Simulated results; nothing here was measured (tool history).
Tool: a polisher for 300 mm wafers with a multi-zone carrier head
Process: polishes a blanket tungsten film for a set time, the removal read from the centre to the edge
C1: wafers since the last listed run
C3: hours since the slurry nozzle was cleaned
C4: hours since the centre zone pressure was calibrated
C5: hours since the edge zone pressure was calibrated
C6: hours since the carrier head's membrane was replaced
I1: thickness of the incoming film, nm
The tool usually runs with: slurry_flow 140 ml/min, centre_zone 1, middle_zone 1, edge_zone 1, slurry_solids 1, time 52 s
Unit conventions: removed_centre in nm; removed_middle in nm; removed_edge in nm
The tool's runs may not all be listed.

run 1 hour=0 | slurry_flow=140 centre_zone=1 middle_zone=1 edge_zone=1 slurry_solids=1 time=52 | C1=0 wafers_polished_on_this_pad=436 C3=212.2 C4=278.5 C5=964.4 C6=2004.1 | I1=1387.1 | removed_centre=163.1 removed_middle=164.6 removed_edge=163.1
run 2 hour=14.8 | slurry_flow=140 centre_zone=1 middle_zone=1 edge_zone=1 slurry_solids=1 time=52 | C1=175 wafers_polished_on_this_pad=611 C3=227 C4=293.3 C5=979.2 C6=2018.9 | I1=1374.5 | removed_centre=159.3 removed_middle=163.5 removed_edge=161.6
run 3 hour=39.7 | slurry_flow=140 centre_zone=1 middle_zone=1 edge_zone=1 slurry_solids=1 time=52 | C1=295 wafers_polished_on_this_pad=906 C3=251.9 C4=318.2 C5=1004.1 C6=2043.8 | I1=1392.9 | removed_centre=158.3 removed_middle=159.1 removed_edge=162.4
-- hour=68.7 worn pad replaced by a new one
run 4 hour=70 | slurry_flow=155 centre_zone=1 middle_zone=1 edge_zone=1 slurry_solids=1 time=52 | C1=311 wafers_polished_on_this_pad=15 C3=282.2 C4=348.5 C5=1034.4 C6=2074.1 | I1=1383.1 | removed_centre=163.1 removed_middle=165.7 removed_edge=161.6
run 5 hour=99.2 | slurry_flow=155 centre_zone=1 middle_zone=1 edge_zone=1 slurry_solids=1 time=52 | C1=346 wafers_polished_on_this_pad=361 C3=311.4 C4=377.7 C5=1063.6 C6=2103.3 | I1=1369 | removed_centre=160.9 removed_middle=166.4 removed_edge=161.6
run 6 hour=122.1 | slurry_flow=140 centre_zone=1 middle_zone=1 edge_zone=1 slurry_solids=1 time=39 | C1=271 wafers_polished_on_this_pad=633 C3=334.3 C4=400.6 C5=1086.5 C6=2126.2 | I1=1382.5 | removed_centre=119.4 removed_middle=124.1 removed_edge=118.7
run 7 hour=151.5 | slurry_flow=140 centre_zone=1 middle_zone=1 edge_zone=1 slurry_solids=1 time=39 | C1=348 wafers_polished_on_this_pad=981 C3=363.7 C4=430 C5=1115.9 C6=2155.6 | I1=1394.3 | removed_centre=120.9 removed_middle=124.5 removed_edge=120
-- hour=164.1 worn pad replaced by a new one
run 8 hour=170.5 | slurry_flow=140 centre_zone=1 middle_zone=1.04 edge_zone=1 slurry_solids=1 time=52 | C1=177 wafers_polished_on_this_pad=75 C3=382.7 C4=449 C5=1134.9 C6=2174.6 | I1=1400.3 | removed_centre=161.5 removed_middle=171.5 removed_edge=160.2
-- hour=197.1 carrier head's membrane replaced by a new one
run 9 hour=197.6 | slurry_flow=140 centre_zone=1 middle_zone=1.04 edge_zone=1 slurry_solids=1 time=52 | C1=261 wafers_polished_on_this_pad=337 C3=409.8 C4=476.1 C5=1162 C6=0.5 | I1=1384.5 | removed_centre=159.3 removed_middle=164.2 removed_edge=161.1
run 10 hour=214.5 | slurry_flow=140 centre_zone=1 middle_zone=1 edge_zone=1 slurry_solids=1 time=52 | C1=200 wafers_polished_on_this_pad=537 C3=426.7 C4=493 C5=1178.9 C6=17.4 | I1=1389.6 | removed_centre=161.6 removed_middle=164 removed_edge=159.5
-- hour=231.3 edge zone pressure recalibrated
run 11 hour=246.9 | slurry_flow=140 centre_zone=1.1 middle_zone=0.93 edge_zone=1 slurry_solids=1 time=52 | C1=360 wafers_polished_on_this_pad=898 C3=459.1 C4=525.4 C5=15.6 C6=49.8 | I1=1370.7 | removed_centre=176.2 removed_middle=155.9 removed_edge=161.8
run 12 hour=275.6 | slurry_flow=140 centre_zone=1 middle_zone=1 edge_zone=1 slurry_solids=1 time=52 | C1=340 wafers_polished_on_this_pad=1238 C3=487.8 C4=554.1 C5=44.3 C6=78.5 | I1=1383 | removed_centre=160.5 removed_middle=163.5 removed_edge=163.4
-- hour=283.2 worn pad replaced by a new one
run 13 hour=288.7 | slurry_flow=140 centre_zone=1 middle_zone=0.93 edge_zone=1 slurry_solids=1 time=52 | C1=107 wafers_polished_on_this_pad=64 C3=500.9 C4=567.2 C5=57.4 C6=91.6 | I1=1404.2 | removed_centre=159.8 removed_middle=150.8 removed_edge=158.5
-- hour=301.7 slurry nozzle cleaned
run 14 hour=314.5 | slurry_flow=140 centre_zone=1 middle_zone=1.04 edge_zone=1 slurry_solids=1 time=64 | C1=293 wafers_polished_on_this_pad=358 C3=12.8 C4=593 C5=83.2 C6=117.4 | I1=1377.9 | removed_centre=199.1 removed_middle=204.1 removed_edge=198.5
-- hour=343.2 centre zone pressure recalibrated
run 15 hour=346.9 | slurry_flow=140 centre_zone=1 middle_zone=1 edge_zone=1 slurry_solids=1 time=39 | C1=360 wafers_polished_on_this_pad=719 C3=45.2 C4=3.7 C5=115.6 C6=149.8 | I1=1374.5 | removed_centre=121.2 removed_middle=119.4 removed_edge=121.3
run 16 hour=367.2 | slurry_flow=125 centre_zone=1 middle_zone=0.96 edge_zone=1 slurry_solids=1 time=52 | C1=240 wafers_polished_on_this_pad=959 C3=65.5 C4=24 C5=135.9 C6=170.1 | I1=1419.9 | removed_centre=156.7 removed_middle=155.1 removed_edge=157.7
-- hour=402.9 worn pad replaced by a new one
run 17 hour=403.4 | slurry_flow=100 centre_zone=1.03 middle_zone=1 edge_zone=1 slurry_solids=1 time=52 | C1=381 wafers_polished_on_this_pad=6 C3=101.7 C4=60.2 C5=172.1 C6=206.3 | I1=1380.2 | removed_centre=152.4 removed_middle=152.8 removed_edge=155.7
run 18 hour=417.3 | slurry_flow=180 centre_zone=0.96 middle_zone=1 edge_zone=1 slurry_solids=1 time=61 | C1=164 wafers_polished_on_this_pad=170 C3=115.6 C4=74.1 C5=186 C6=220.2 | I1=1370.7 | removed_centre=187.3 removed_middle=200.6 removed_edge=198.4
run 19 hour=447.9 | slurry_flow=140 centre_zone=1 middle_zone=1 edge_zone=1 slurry_solids=1 time=52 | C1=362 wafers_polished_on_this_pad=533 C3=146.2 C4=104.7 C5=216.6 C6=250.8 | I1=1395.7 | removed_centre=160.2 removed_middle=160.9 removed_edge=161.5
run 20 hour=483.3 | slurry_flow=105 centre_zone=1 middle_zone=1.11 edge_zone=1 slurry_solids=1 time=52 | C1=419 wafers_polished_on_this_pad=953 C3=181.6 C4=140.1 C5=252 C6=286.2 | I1=1379.2 | removed_centre=153.1 removed_middle=172.3 removed_edge=153.7
run 21 hour=499.2 | slurry_flow=140 centre_zone=1 middle_zone=1 edge_zone=0.88 slurry_solids=1 time=52 | C1=188 wafers_polished_on_this_pad=1141 C3=197.5 C4=156 C5=267.9 C6=302.1 | I1=1394.6 | removed_centre=162.8 removed_middle=163.8 removed_edge=154.5

Forecast each of these 3 alternatives for the next run:
run A hour=499.6 | slurry_flow=140 centre_zone=1 middle_zone=1 edge_zone=1 slurry_solids=1 time=52 | C1=4 wafers_polished_on_this_pad=1146 C3=197.9 C4=156.4 C5=268.3 C6=302.5 | I1=1386.4 | removed_centre=? removed_middle=? removed_edge=?
run B hour=499.6 | slurry_flow=175 centre_zone=1 middle_zone=1 edge_zone=1 slurry_solids=1 time=47 | C1=4 wafers_polished_on_this_pad=1146 C3=197.9 C4=156.4 C5=268.3 C6=302.5 | I1=1386.4 | removed_centre=? removed_middle=? removed_edge=?
run C hour=499.6 | slurry_flow=140 centre_zone=0.95 middle_zone=1 edge_zone=1 slurry_solids=1 time=52 | C1=4 wafers_polished_on_this_pad=1146 C3=197.9 C4=156.4 C5=268.3 C6=302.5 | I1=1386.4 | removed_centre=? removed_middle=? removed_edge=?

run=A removed_centre=156.7 removed_middle=160.2 removed_edge=159.5
run=B removed_centre=147.1 removed_middle=149.7 removed_edge=147.7
run=C removed_centre=148.8 removed_middle=160.2 removed_edge=159.5
Stripped of hidden state, with their random variation kept, the same runs would have yielded:
run=A removed_centre=156.7 removed_middle=160.2 removed_edge=159.5
run=B removed_centre=147.1 removed_middle=149.7 removed_edge=147.7
run=C removed_centre=148.8 removed_middle=160.2 removed_edge=159.5
